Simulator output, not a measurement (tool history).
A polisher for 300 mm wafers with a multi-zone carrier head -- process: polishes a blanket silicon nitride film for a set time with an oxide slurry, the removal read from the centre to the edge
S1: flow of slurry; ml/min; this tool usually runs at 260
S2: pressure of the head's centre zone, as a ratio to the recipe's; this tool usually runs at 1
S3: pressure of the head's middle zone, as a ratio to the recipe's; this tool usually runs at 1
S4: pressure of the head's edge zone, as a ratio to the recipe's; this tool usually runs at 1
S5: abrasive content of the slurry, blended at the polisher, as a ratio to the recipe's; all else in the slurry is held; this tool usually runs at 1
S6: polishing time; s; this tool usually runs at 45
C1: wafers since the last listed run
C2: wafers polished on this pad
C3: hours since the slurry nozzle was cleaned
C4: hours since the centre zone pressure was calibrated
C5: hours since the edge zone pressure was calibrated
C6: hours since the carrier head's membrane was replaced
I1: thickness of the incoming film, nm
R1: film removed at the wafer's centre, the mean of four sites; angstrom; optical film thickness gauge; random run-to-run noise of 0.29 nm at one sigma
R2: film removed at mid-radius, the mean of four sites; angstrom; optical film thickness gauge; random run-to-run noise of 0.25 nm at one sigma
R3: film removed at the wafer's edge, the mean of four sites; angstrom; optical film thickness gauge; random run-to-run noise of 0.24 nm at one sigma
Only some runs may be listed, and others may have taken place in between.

run,hour,S1,S2,S3,S4,S5,S6,C1,C2,C3,C4,C5,C6,I1,R1,R2,R3
1,0,260,1,1,1.05,1,45,0,101,0.9,482.2,102.9,521,520.8,238,246,249
2,35.6,260,1,1,1,1,56,395,497,36.5,517.8,138.5,556.6,518.4,302,298,301
3,107,260,1,1,1,1,56,794,1291,107.9,589.2,209.9,628,521.2,298,298,294
# hour 120.9: carrier head's membrane replaced by a new one
4,162.3,260,1,1,1,1,56,559,1850,163.2,644.5,265.2,41.4,526.8,294,297,295
5,209.6,300,1,1,1,1,45,526,2376,210.5,691.8,312.5,88.7,514,240,233,239
# hour 260.5: worn pad replaced by a new one
# hour 293.2: edge zone pressure recalibrated
6,298.5,215,1,1,1,1,33,922,400,299.4,780.7,5.3,177.6,525.8,173,176,176
7,341.6,215,1,1,1,1,33,479,879,342.5,823.8,48.4,220.7,524.2,170,177,172
# hour 428.1: slurry nozzle cleaned
# hour 519.7: worn pad replaced by a new one
8,557.1,215,1,1,1,1,33,2341,415,129,1039.3,263.9,436.2,521.5,175,176,175
# hour 569.8: centre zone pressure recalibrated
9,619,260,1,1,1,1,45,666,1082,190.9,49.2,325.8,498.1,518.5,239,236,241
10,687.7,185,1,1,0.92,1,45,764,1846,259.6,117.9,394.5,566.8,530.1,223,233,222
# hour 693.1: carrier head's membrane replaced by a new one
# hour 725.4: edge zone pressure recalibrated
11,754.3,260,1,1,1,1,56,662,2509,326.2,184.5,28.9,61.2,512.7,289,293,291
12,800.8,260,1,1,1,1.1,45,517,3026,372.7,231,75.4,107.7,513.1,244,244,245
13,825.2,260,1,1,1,1,45,271,3297,397.1,255.4,99.8,132.1,529.7,230,234,232
# hour 836.1: worn pad replaced by a new one
# hour 864.3: slurry nozzle cleaned
14,865.1,260,1,1,1,1,56,388,310,0.8,295.3,139.7,172,527.1,300,308,306
15,926.7,260,1,0.9,1.04,1.25,57,685,996,62.4,356.9,201.3,233.6,525.4,337,317,346
16,973.3,335,1.05,1,1,0.85,39,518,1514,109,403.5,247.9,280.2,517.7,205,192,191
17,999.4,195,1,1,1.05,1,45,290,1804,135.1,429.6,274,306.3,526.6,226,232,236
18,1026,260,1,1,1,1,45,295,2100,161.7,456.2,300.6,332.9,516,236,242,239
19,1079.7,260,1,1,1.08,1.15,45,597,2697,215.4,509.9,354.3,386.6,512.4,252,257,261
20,1107.4,345,1,1,1,1,45,308,3005,243.1,537.6,382,414.3,528.6,240,238,242
# hour 1160.2: worn pad replaced by a new one
21,1166.1,260,1,1,1,1,50,608,65,301.8,596.3,440.7,473,510.9,275,271,276
# hour 1173.3: edge zone pressure recalibrated
22,1196,260,1,0.94,1,1,45,310,375,331.7,626.2,22.7,502.9,516.6,246,233,243

Alternative continuations, all from the tool just after run 22; predict every row:
A,1196.4,260,1,1,1,0.9,45,4,380,332.1,626.6,23.1,503.3,516.6,?,?,?
B,1196.4,300,1,1,1.08,1,45,4,380,332.1,626.6,23.1,503.3,516.6,?,?,?
C,1196.4,260,1,1,1.1,1.15,45,4,380,332.1,626.6,23.1,503.3,516.6,?,?,?

run,R1,R2,R3
A,228,234,229
B,245,251,254
C,260,267,272
With no hidden state in the tool, these same runs would have given:
run,R1,R2,R3
A,230,236,231
B,248,254,256
C,262,269,275
